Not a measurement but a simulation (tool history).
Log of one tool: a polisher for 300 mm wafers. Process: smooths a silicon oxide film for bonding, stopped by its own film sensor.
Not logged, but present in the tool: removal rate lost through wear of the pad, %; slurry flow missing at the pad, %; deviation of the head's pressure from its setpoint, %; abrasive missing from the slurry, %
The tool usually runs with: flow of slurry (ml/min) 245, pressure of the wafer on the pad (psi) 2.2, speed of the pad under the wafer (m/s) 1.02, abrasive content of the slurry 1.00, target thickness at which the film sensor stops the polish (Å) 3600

run	hour	flow of slurry (ml/min)	pressure of the wafer on the pad (psi)	speed of the pad under the wafer (m/s)	abrasive content of the slurry	target thickness at which the film sensor stops the polish (Å)	wafers since the last listed run	wafers polished on this pad	hours since the slurry nozzle was cleaned	hours since the head pressure was calibrated	hours since the slurry blender was calibrated	incoming thickness of the incoming film, nm	time until the film sensor stopped the polish (s)
1	0.0	245	2.2	1.02	1.00	3530	0	878	332.6	261.0	173.3	425.4	116.8
# hour 12.4: slurry nozzle cleaned
# hour 12.6: worn pad replaced by a new one
2	13.1	245	2.4	1.18	1.00	3600	168	7	0.7	274.1	186.4	420.6	79.1
3	17.0	245	2.2	1.02	1.00	3520	55	62	4.6	278.0	190.3	418.3	104.4
4	26.5	195	2.2	1.02	1.00	3490	134	197	14.1	287.5	199.8	414.0	106.5
5	34.0	245	2.2	1.02	0.85	3600	106	303	21.6	295.0	207.3	424.7	110.9
6	46.7	245	2.2	1.02	0.90	3600	179	482	34.3	307.7	220.0	416.3	94.2
7	61.1	245	2.2	1.02	0.90	3600	203	686	48.7	322.1	234.4	415.2	94.9
8	72.2	245	2.2	1.02	1.00	3600	157	843	59.8	333.2	245.5	419.1	96.5
# hour 82.6: worn pad replaced by a new one
9	89.7	245	2.2	1.02	1.00	3600	190	100	77.3	350.7	263.0	424.6	100.0
10	101.4	245	2.2	1.02	1.00	3600	165	266	89.0	362.4	274.7	419.1	91.8
11	111.9	245	2.2	0.92	1.00	3600	148	414	99.5	372.9	285.2	414.0	92.3
12	123.5	245	2.2	0.92	1.00	3600	164	578	111.1	384.5	296.8	414.8	97.4
13	131.9	245	2.2	0.92	1.00	3600	118	697	119.5	392.9	305.2	422.6	110.9
# hour 152.9: worn pad replaced by a new one
# hour 161.2: slurry blender recalibrated
# hour 165.4: head pressure recalibrated
14	181.2	245	2.5	1.02	1.00	3600	584	344	168.8	15.8	20.0	417.7	85.4
15	195.8	245	2.5	1.02	1.00	3600	206	550	183.4	30.4	34.6	422.4	94.6
16	208.5	280	2.8	1.22	1.00	3600	179	730	196.1	43.1	47.3	421.3	72.8
# hour 222.3: worn pad replaced by a new one
17	222.8	245	2.6	0.92	1.00	3600	145	6	210.4	57.4	61.6	427.3	100.1
18	239.6	245	2.2	0.88	1.00	3600	237	244	227.2	74.2	78.4	415.9	98.1
19	249.5	245	1.6	1.02	1.00	3600	140	384	237.1	84.1	88.3	424.0	121.5
20	260.1	210	2.2	1.16	0.75	3390	149	534	247.7	94.7	98.9	423.4	148.7
21	272.4	245	2.6	1.02	1.00	3600	173	708	260.0	107.0	111.2	414.2	78.2
22	286.6	245	2.2	1.02	0.85	3600	200	909	274.2	121.2	125.4	423.3	115.8
# hour 295.2: worn pad replaced by a new one
# hour 297.3: slurry nozzle cleaned
23	303.5	320	2.2	0.90	1.00	3600	168	103	6.2	138.1	142.3	415.8	93.7
24	321.0	245	2.2	1.02	1.20	3750	247	350	23.7	155.6	159.8	418.5	61.5
25	327.1	245	3.0	0.90	1.20	3670	86	437	29.8	161.7	165.9	421.4	70.1
26	336.9	215	2.2	1.02	1.00	3600	138	575	39.6	171.5	175.7	420.2	97.1
27	345.4	245	2.2	1.30	0.75	3600	120	696	48.1	180.0	184.2	418.3	93.4
# hour 360.4: worn pad replaced by a new one
28	360.9	245	2.2	1.02	1.00	3600	162	7	63.6	195.5	199.7	413.0	81.1
29	371.5	245	2.2	1.02	1.00	3600	149	157	74.2	206.1	210.3	415.6	86.1
30	379.8	245	2.2	1.02	1.00	3600	117	274	82.5	214.4	218.6	422.5	99.7

Run by run, hidden condition taken away, random variation retained:
run	time until the film sensor stopped the polish (s)
1	109.4
2	78.8
3	103.5
4	104.6
5	108.1
6	90.6
7	89.9
8	90.4
9	99.0
10	89.8
11	89.2
12	93.1
13	105.1
14	82.4
15	89.9
16	68.3
17	99.5
18	96.0
19	117.6
20	142.4
21	73.9
22	107.8
23	92.7
24	59.8
25	67.7
26	92.8
27	88.4
28	80.6
29	84.7
30	97.1

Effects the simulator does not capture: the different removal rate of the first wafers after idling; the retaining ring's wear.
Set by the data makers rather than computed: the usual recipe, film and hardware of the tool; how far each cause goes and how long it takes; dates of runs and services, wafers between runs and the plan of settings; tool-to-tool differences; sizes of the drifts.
